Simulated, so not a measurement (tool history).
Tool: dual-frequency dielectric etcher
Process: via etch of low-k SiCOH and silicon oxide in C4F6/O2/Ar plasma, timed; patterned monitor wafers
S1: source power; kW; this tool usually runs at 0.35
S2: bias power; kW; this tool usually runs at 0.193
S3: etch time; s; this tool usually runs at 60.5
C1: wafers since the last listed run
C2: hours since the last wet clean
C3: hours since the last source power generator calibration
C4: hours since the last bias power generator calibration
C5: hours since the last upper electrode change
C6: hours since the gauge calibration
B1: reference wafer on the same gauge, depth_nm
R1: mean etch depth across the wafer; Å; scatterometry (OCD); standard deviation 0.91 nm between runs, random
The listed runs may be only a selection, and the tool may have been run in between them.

run 1 hour=0 | S1=0.35 S2=0.193 S3=50.5 | C1=0 C2=360.8 C3=1770.7 C4=2871.8 C5=1249.5 C6=1834.5 | B1=197.1 | R1=1463
-- hour=100.4 gauge calibrated
run 2 hour=102.2 | S1=0.35 S2=0.193 S3=50.5 | C1=1414 C2=463 C3=1872.9 C4=2974 C5=1351.7 C6=1.8 | B1=197.5 | R1=1466
run 3 hour=177.7 | S1=0.4 S2=0.193 S3=60.5 | C1=1044 C2=538.5 C3=1948.4 C4=3049.5 C5=1427.2 C6=77.3 | B1=197.4 | R1=1839
run 4 hour=252.6 | S1=0.4 S2=0.193 S3=60.5 | C1=1036 C2=613.4 C3=2023.3 C4=3124.4 C5=1502.1 C6=152.2 | B1=197.1 | R1=1833
run 5 hour=293.7 | S1=0.4 S2=0.193 S3=60.5 | C1=568 C2=654.5 C3=2064.4 C4=3165.5 C5=1543.2 C6=193.3 | B1=197.1 | R1=1847
run 6 hour=330 | S1=0.35 S2=0.193 S3=64 | C1=502 C2=690.8 C3=2100.7 C4=3201.8 C5=1579.5 C6=229.6 | B1=197 | R1=1844
run 7 hour=419.2 | S1=0.35 S2=0.193 S3=60.5 | C1=1234 C2=780 C3=2189.9 C4=3291 C5=1668.7 C6=318.8 | B1=196.7 | R1=1721
-- hour=516.7 wet clean of the chamber
-- hour=519.5 source power generator calibrated
-- hour=648 bias power generator calibrated
run 8 hour=679.4 | S1=0.35 S2=0.193 S3=60.5 | C1=3174 C2=162.7 C3=159.9 C4=31.4 C5=1928.9 C6=579 | B1=196.9 | R1=1762
run 9 hour=761.8 | S1=0.35 S2=0.178 S3=60.5 | C1=1140 C2=245.1 C3=242.3 C4=113.8 C5=2011.3 C6=661.4 | B1=196.6 | R1=1720
run 10 hour=868.1 | S1=0.35 S2=0.193 S3=60.5 | C1=1470 C2=351.4 C3=348.6 C4=220.1 C5=2117.6 C6=767.7 | B1=196.7 | R1=1765
-- hour=911.7 upper electrode replaced, of another model than before
run 11 hour=973.9 | S1=0.35 S2=0.226 S3=60.5 | C1=1131 C2=457.2 C3=454.4 C4=325.9 C5=62.2 C6=873.5 | B1=196.6 | R1=1802
run 12 hour=1034.9 | S1=0.27 S2=0.212 S3=50.5 | C1=843 C2=518.2 C3=515.4 C4=386.9 C5=123.2 C6=934.5 | B1=197.3 | R1=1258
run 13 hour=1084.3 | S1=0.35 S2=0.193 S3=60.5 | C1=683 C2=567.6 C3=564.8 C4=436.3 C5=172.6 C6=983.9 | B1=197.2 | R1=1769
-- hour=1208.7 wet clean of the chamber
run 14 hour=1209.2 | S1=0.28 S2=0.209 S3=60.5 | C1=1396 C2=0.5 C3=689.7 C4=561.2 C5=297.5 C6=1108.8 | B1=196.9 | R1=1536
run 15 hour=1282.6 | S1=0.43 S2=0.223 S3=56 | C1=1015 C2=73.9 C3=763.1 C4=634.6 C5=370.9 C6=1182.2 | B1=197.2 | R1=1881
run 16 hour=1364.9 | S1=0.31 S2=0.193 S3=42.5 | C1=1138 C2=156.2 C3=845.4 C4=716.9 C5=453.2 C6=1264.5 | B1=197.3 | R1=1141
run 17 hour=1416.3 | S1=0.32 S2=0.193 S3=54 | C1=711 C2=207.6 C3=896.8 C4=768.3 C5=504.6 C6=1315.9 | B1=197.2 | R1=1482
run 18 hour=1706.4 | S1=0.32 S2=0.167 S3=54.5 | C1=4013 C2=497.7 C3=1186.9 C4=1058.4 C5=794.7 C6=1606 | B1=197.4 | R1=1429
run 19 hour=1805.7 | S1=0.35 S2=0.193 S3=60.5 | C1=1373 C2=597 C3=1286.2 C4=1157.7 C5=894 C6=1705.3 | B1=197.1 | R1=1742
-- hour=1868.4 wet clean of the chamber
run 20 hour=1879.1 | S1=0.35 S2=0.193 S3=60.5 | C1=683 C2=10.7 C3=1359.6 C4=1231.1 C5=967.4 C6=1778.7 | B1=197 | R1=1733
run 21 hour=1936.9 | S1=0.29 S2=0.159 S3=51.5 | C1=799 C2=68.5 C3=1417.4 C4=1288.9 C5=1025.2 C6=1836.5 | B1=196.8 | R1=1263
run 22 hour=2017.4 | S1=0.38 S2=0.193 S3=76 | C1=1113 C2=149 C3=1497.9 C4=1369.4 C5=1105.7 C6=1917 | B1=197.1 | R1=2276
run 23 hour=2059.8 | S1=0.42 S2=0.213 S3=72 | C1=586 C2=191.4 C3=1540.3 C4=1411.8 C5=1148.1 C6=1959.4 | B1=196.9 | R1=2322
run 24 hour=2103.8 | S1=0.28 S2=0.165 S3=71.5 | C1=608 C2=235.4 C3=1584.3 C4=1455.8 C5=1192.1 C6=2003.4 | B1=196.7 | R1=1701
-- hour=2127.3 gauge calibrated
run 25 hour=2141.3 | S1=0.35 S2=0.193 S3=60.5 | C1=518 C2=272.9 C3=1621.8 C4=1493.3 C5=1229.6 C6=14 | B1=197.2 | R1=1739
run 26 hour=2230.9 | S1=0.41 S2=0.219 S3=73.5 | C1=1239 C2=362.5 C3=1711.4 C4=1582.9 C5=1319.2 C6=103.6 | B1=197.5 | R1=2369
run 27 hour=2274.9 | S1=0.35 S2=0.193 S3=60.5 | C1=608 C2=406.5 C3=1755.4 C4=1626.9 C5=1363.2 C6=147.6 | B1=197.2 | R1=1726
run 28 hour=2366.8 | S1=0.35 S2=0.193 S3=60.5 | C1=1271 C2=498.4 C3=1847.3 C4=1718.8 C5=1455.1 C6=239.5 | B1=196.9 | R1=1727
run 29 hour=2439.4 | S1=0.26 S2=0.227 S3=50 | C1=1004 C2=571 C3=1919.9 C4=1791.4 C5=1527.7 C6=312.1 | B1=196.3 | R1=1188
run 30 hour=2507.1 | S1=0.35 S2=0.193 S3=60.5 | C1=936 C2=638.7 C3=1987.6 C4=1859.1 C5=1595.4 C6=379.8 | B1=196.5 | R1=1720

Pick out some run-to-run changes in R1. Of each, how much would a tool without hidden state show as well, from the settings, what came in and chance, and how much is left for the hidden state and any gauge scatter not in both results compared?
Unlogged tool condition in this case: etch rate over this chamber's usual, %; source power that arrives over what is set, %; bias power that arrives over what is set, %; gauge reads high (%).
Run 7 -> 8: wet clean of the chamber, source power generator calibrated, bias power generator calibrated. R1 +41 Å: hidden state +23, all else +18.
Run 15 -> 16: S1 0.43 -> 0.31, S2 0.223 -> 0.193, S3 56 -> 42.5. R1 -740 Å: hidden state +3, all else -743.
Run 21 -> 22: S1 0.29 -> 0.38, S2 0.159 -> 0.193, S3 51.5 -> 76. R1 +1013 Å: hidden state -16, all else +1029.
Run 26 -> 27: S1 0.41 -> 0.35, S2 0.219 -> 0.193, S3 73.5 -> 60.5. R1 -643 Å: hidden state +10, all else -653.
Run 29 -> 30: S1 0.26 -> 0.35, S2 0.227 -> 0.193, S3 50 -> 60.5. R1 +532 Å: hidden state -15, all else +547.

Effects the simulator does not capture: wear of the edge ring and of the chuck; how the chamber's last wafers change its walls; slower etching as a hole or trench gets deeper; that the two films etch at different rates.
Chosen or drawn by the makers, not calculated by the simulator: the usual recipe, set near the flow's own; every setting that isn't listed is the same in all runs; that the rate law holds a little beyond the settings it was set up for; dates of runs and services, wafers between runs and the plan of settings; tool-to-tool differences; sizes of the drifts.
